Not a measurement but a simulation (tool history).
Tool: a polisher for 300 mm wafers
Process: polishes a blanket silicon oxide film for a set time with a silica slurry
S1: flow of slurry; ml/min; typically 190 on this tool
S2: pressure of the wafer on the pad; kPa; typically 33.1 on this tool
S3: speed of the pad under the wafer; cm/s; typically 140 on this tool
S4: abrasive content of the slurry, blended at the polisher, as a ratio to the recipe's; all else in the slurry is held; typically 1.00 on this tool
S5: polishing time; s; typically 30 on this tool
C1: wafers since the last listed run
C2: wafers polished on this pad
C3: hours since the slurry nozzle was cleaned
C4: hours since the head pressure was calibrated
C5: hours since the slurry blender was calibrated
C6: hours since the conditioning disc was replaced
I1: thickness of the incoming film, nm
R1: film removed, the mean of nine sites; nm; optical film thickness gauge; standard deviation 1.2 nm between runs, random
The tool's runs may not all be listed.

run	hour	S1	S2	S3	S4	S5	C1	C2	C3	C4	C5	C6	I1	R1
1	0.0	190	33.1	140	1.00	30	0	2815	381.3	395.6	206.7	139.6	1451.4	125.2
2	57.7	190	33.1	140	1.00	30	1090	3906	439.0	453.3	264.4	197.3	1458.4	125.6
# hour 88.6: worn pad replaced by a new one
# hour 115.6: slurry blender recalibrated
3	128.7	190	33.1	140	1.00	30	1229	721	510.0	524.3	13.1	268.3	1437.7	135.0
4	153.5	235	33.1	140	1.00	30	468	1190	534.8	549.1	37.9	293.1	1448.7	137.3
5	203.7	140	27.6	140	1.00	30	949	2139	585.0	599.3	88.1	343.3	1426.0	104.0
6	264.2	145	33.1	140	1.10	30	1143	3283	645.5	659.8	148.6	403.8	1449.5	128.0
# hour 284.3: worn pad replaced by a new one
7	302.5	145	33.1	140	1.10	30	648	343	683.8	698.1	186.9	442.1	1450.0	124.6
8	354.4	190	33.1	140	1.00	30	981	1325	735.7	750.0	238.8	494.0	1428.6	127.1
9	383.4	190	33.1	162	1.00	30	548	1873	764.7	779.0	267.8	523.0	1453.4	136.7
# hour 400.2: conditioning disc replaced and pad reconditioned
# hour 425.9: slurry nozzle cleaned
10	429.8	190	33.1	140	1.00	30	820	2693	3.9	825.4	314.2	29.6	1457.4	123.1
# hour 439.2: slurry blender recalibrated
# hour 494.6: worn pad replaced by a new one
11	496.7	190	33.1	140	1.00	30	1151	40	70.8	892.3	57.5	96.5	1464.4	130.7
12	525.1	190	33.1	110	1.00	38	536	577	99.2	920.7	85.9	124.9	1460.0	144.8
13	583.0	190	23.4	170	1.00	30	1094	1672	157.1	978.6	143.8	182.8	1467.7	99.9
# hour 619.6: head pressure recalibrated
14	639.0	250	36.5	140	1.00	30	1021	2693	213.1	19.4	199.8	238.8	1450.3	142.8
15	687.0	245	25.5	140	1.10	30	907	3600	261.1	67.4	247.8	286.8	1461.7	102.7
# hour 724.5: worn pad replaced by a new one
16	740.0	235	33.1	140	1.00	30	926	293	314.1	120.4	300.8	339.8	1424.1	128.2
# hour 752.5: slurry blender recalibrated
17	801.8	190	33.1	140	1.00	30	1130	1424	375.9	182.2	49.3	401.6	1453.8	129.7
18	831.0	190	21.4	120	0.75	30	552	1976	405.1	211.4	78.5	430.8	1461.5	68.9
19	866.1	255	33.1	182	1.00	30	663	2640	440.2	246.5	113.6	465.9	1430.5	154.6
20	903.1	190	33.1	140	0.70	30	699	3339	477.2	283.5	150.6	502.9	1457.1	110.5
# hour 933.4: conditioning disc replaced and pad reconditioned
# hour 955.1: worn pad replaced by a new one
21	955.6	135	26.9	128	0.75	30	879	10	529.7	336.0	203.1	22.2	1464.0	83.5
22	981.8	160	35.9	140	1.20	30	495	505	555.9	362.2	229.3	48.4	1451.7	139.7
# hour 1015.8: slurry blender recalibrated
23	1053.8	190	33.1	140	1.00	30	1323	1829	627.9	434.2	38.0	120.4	1473.5	134.7

Alternative continuations, all from the tool just after run 23; predict every row:
A	1054.2	190	33.1	118	1.00	30	7	1836	628.3	434.6	38.4	120.8	1438.5	?
B	1054.2	190	37.2	102	1.20	30	7	1836	628.3	434.6	38.4	120.8	1438.5	?
C	1054.2	190	24.1	140	1.20	35	7	1836	628.3	434.6	38.4	120.8	1438.5	?
D	1054.2	190	33.1	140	1.10	30	7	1836	628.3	434.6	38.4	120.8	1438.5	?

run	R1
A	120.4
B	133.2
C	119.6
D	136.7
With the hidden condition removed and each run's random variation left untouched, the same runs would have given:
run	R1
A	124.9
B	137.8
C	123.8
D	141.6
